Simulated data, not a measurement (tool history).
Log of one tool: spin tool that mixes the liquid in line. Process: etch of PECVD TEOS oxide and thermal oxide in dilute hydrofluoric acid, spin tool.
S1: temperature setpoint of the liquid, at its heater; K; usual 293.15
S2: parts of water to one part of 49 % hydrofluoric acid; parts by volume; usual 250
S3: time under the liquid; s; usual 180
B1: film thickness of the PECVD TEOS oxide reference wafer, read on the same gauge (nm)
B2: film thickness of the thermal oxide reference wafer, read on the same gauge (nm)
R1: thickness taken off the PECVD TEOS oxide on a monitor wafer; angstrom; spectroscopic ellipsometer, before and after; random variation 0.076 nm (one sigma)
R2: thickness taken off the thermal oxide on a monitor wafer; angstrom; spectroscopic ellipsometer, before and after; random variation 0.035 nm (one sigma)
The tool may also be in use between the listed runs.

run    hour      S1   S2   S3      B1       B2     R1     R2
  1     0.0  293.15  295  180  100.00  119.983   82.3  26.01
  2    35.3  293.15  250  180  100.00  119.993  100.7  31.44
  3    90.4  290.15  345  245  100.00  120.000   82.2  25.42
  4   285.0  293.15  250  180   99.98  119.980  101.7  31.49
  5   315.0  293.15  175  180   99.98  119.992  157.6  49.31
  6   369.1  293.15  250  180   99.99  120.013  104.1  32.15
      403.7  -- thermometer replaced
  7   427.4  293.15  250  180  100.00  120.009   98.5  30.50
  8   498.1  290.15  200  180  100.01  119.990  114.4  34.56
  9   548.7  296.15  250  270  100.02  120.018  163.6  51.04
 10   576.7  290.15  325  180  100.00  120.020   62.5  19.97
 11   641.0  295.65  205  260  100.00  119.999  200.7  60.58
 12   674.6  293.15  250  180   99.99  120.009   97.2  30.50
 13   724.7  290.15  185   80  100.00  119.996   55.1  17.20
 14   759.1  293.15  250  180  100.00  119.978  100.4  30.70
 15   831.0  293.15  250  235  100.01  119.968  129.5  39.82
 16   879.0  297.15  305  235   99.98  119.987  115.6  36.33
 17   942.7  290.15  195  210  100.00  120.001  139.1  42.93
 18   970.1  293.15  250  180  100.02  119.982  100.5  31.09
 19  1016.0  297.15  195  275   99.99  120.016  242.5  76.02
 20  1057.2  293.15  250  180   99.97  119.988  100.8  31.14
 21  1087.4  293.15  325  180   99.99  120.002   72.6  22.55
 22  1156.6  293.15  195  290  100.03  120.009  222.4  68.89
 23  1255.2  293.15  185  180   99.99  119.978  147.7  45.77
 24  1288.2  291.15  160  220  100.00  119.996  196.8  62.28
 25  1314.9  293.15  250  180   99.99  120.015  101.5  32.34
 26  1377.8  293.15  250  180  100.00  120.005  102.2  31.04

Forecast each of these 4 alternatives for the next run:
  A  1378.3  293.15  250  220   ?   ?   ?   ?
  B  1378.3  294.65  285  215   ?   ?   ?   ?
  C  1378.3  290.15  150  230   ?   ?   ?   ?
  D  1378.3  293.15  335  180   ?   ?   ?   ?

run      B1       B2     R1     R2
  A  100.01  119.984  124.1  38.18
  B  100.01  119.984  108.9  33.50
  C  100.01  119.984  211.0  64.91
  D  100.01  119.984   70.3  21.64
Without the tool's hidden state the same runs would have given:
run     R1     R2
  A  112.5  34.60
  B   98.6  30.34
  C  191.5  58.93
  D   63.6  19.57

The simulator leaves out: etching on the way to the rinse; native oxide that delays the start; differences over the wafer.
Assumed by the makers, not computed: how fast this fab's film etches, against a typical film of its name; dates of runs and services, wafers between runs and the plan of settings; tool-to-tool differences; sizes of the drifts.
